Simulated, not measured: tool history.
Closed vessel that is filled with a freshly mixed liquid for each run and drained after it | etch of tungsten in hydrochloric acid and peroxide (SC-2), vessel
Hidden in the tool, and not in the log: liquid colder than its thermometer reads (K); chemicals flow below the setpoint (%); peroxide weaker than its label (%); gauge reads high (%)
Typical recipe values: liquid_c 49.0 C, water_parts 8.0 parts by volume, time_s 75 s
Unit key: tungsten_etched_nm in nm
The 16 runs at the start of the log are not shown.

| run | hour | liquid_c | water_parts | time_s | wafers since the last listed run | hours since the thermometer was replaced | hours since the chemicals flow meter was replaced | hours since the drum of peroxide was connected | hours since the gauge calibration | read-back film thickness of the tungsten reference wafer, read on the same gauge (nm) | tungsten_etched_nm |
|---|---|---|---|---|---|---|---|---|---|---|---|
|  | 1347.3 | gauge calibrated |
| 17 | 1387.7 | 55.0 | 10.5 | 75 | 8760 | 136.2 | 758.8 | 970.6 | 40.4 | 29.99 | 34.17 |
|  | 1436.5 | chemicals flow meter replaced |
| 18 | 1447.8 | 49.0 | 8.0 | 75 | 5971 | 196.3 | 11.3 | 1030.7 | 100.5 | 30.10 | 29.03 |
| 19 | 1543.1 | 52.5 | 9.0 | 75 | 9629 | 291.6 | 106.6 | 1126.0 | 195.8 | 30.25 | 33.44 |
| 20 | 1607.4 | 43.5 | 8.0 | 60 | 6497 | 355.9 | 170.9 | 1190.3 | 260.1 | 30.35 | 16.11 |
| 21 | 1675.8 | 39.5 | 10.5 | 35 | 6911 | 424.3 | 239.3 | 1258.7 | 328.5 | 30.47 | 5.67 |
| 22 | 1777.4 | 52.5 | 12.0 | 40 | 10265 | 525.9 | 340.9 | 1360.3 | 430.1 | 30.57 | 14.11 |
| 23 | 1836.0 | 49.0 | 6.0 | 110 | 5921 | 584.5 | 399.5 | 1418.9 | 488.7 | 30.64 | 53.65 |
|  | 1903.6 | new drum of peroxide connected |
| 24 | 1916.5 | 52.5 | 9.0 | 75 | 8032 | 665.0 | 480.0 | 12.9 | 569.2 | 30.70 | 33.40 |
| 25 | 2094.5 | 49.0 | 8.0 | 75 | 17985 | 843.0 | 658.0 | 190.9 | 747.2 | 30.83 | 29.78 |
| 26 | 2193.5 | 58.5 | 10.5 | 55 | 10003 | 942.0 | 757.0 | 289.9 | 846.2 | 30.89 | 32.47 |
|  | 2313.6 | chemicals flow meter replaced |
| 27 | 2328.8 | 49.0 | 8.0 | 75 | 13570 | 1077.3 | 15.2 | 425.2 | 981.5 | 30.95 | 29.62 |
| 28 | 2401.6 | 57.0 | 8.0 | 75 | 7355 | 1150.1 | 88.0 | 498.0 | 1054.3 | 30.96 | 50.50 |
|  | 2448.0 | thermometer replaced |
| 29 | 2471.6 | 49.0 | 6.0 | 75 | 6971 | 23.6 | 158.0 | 568.0 | 1124.3 | 30.99 | 37.11 |
| 30 | 2534.1 | 46.0 | 8.0 | 75 | 6315 | 86.1 | 220.5 | 630.5 | 1186.8 | 31.03 | 23.82 |
| 31 | 2603.5 | 40.5 | 11.0 | 95 | 7012 | 155.5 | 289.9 | 699.9 | 1256.2 | 31.03 | 15.93 |

Alternative continuations, all from the tool just after run 31; predict every row:
| A | 2604.2 | 49.0 | 8.0 | 35 | 70 | 156.2 | 290.6 | 700.6 | 1256.9 | ? | ? |
| B | 2604.2 | 43.5 | 6.0 | 40 | 70 | 156.2 | 290.6 | 700.6 | 1256.9 | ? | ? |
| C | 2604.2 | 49.0 | 11.0 | 90 | 70 | 156.2 | 290.6 | 700.6 | 1256.9 | ? | ? |

| run | read-back film thickness of the tungsten reference wafer, read on the same gauge (nm) | tungsten_etched_nm |
|---|---|---|
| A | 31.04 | 13.98 |
| B | 31.04 | 13.72 |
| C | 31.04 | 27.65 |
Stripped of hidden state, with their random variation kept, the same runs would have yielded:
| run | tungsten_etched_nm |
|---|---|
| A | 13.51 |
| B | 13.26 |
| C | 26.72 |
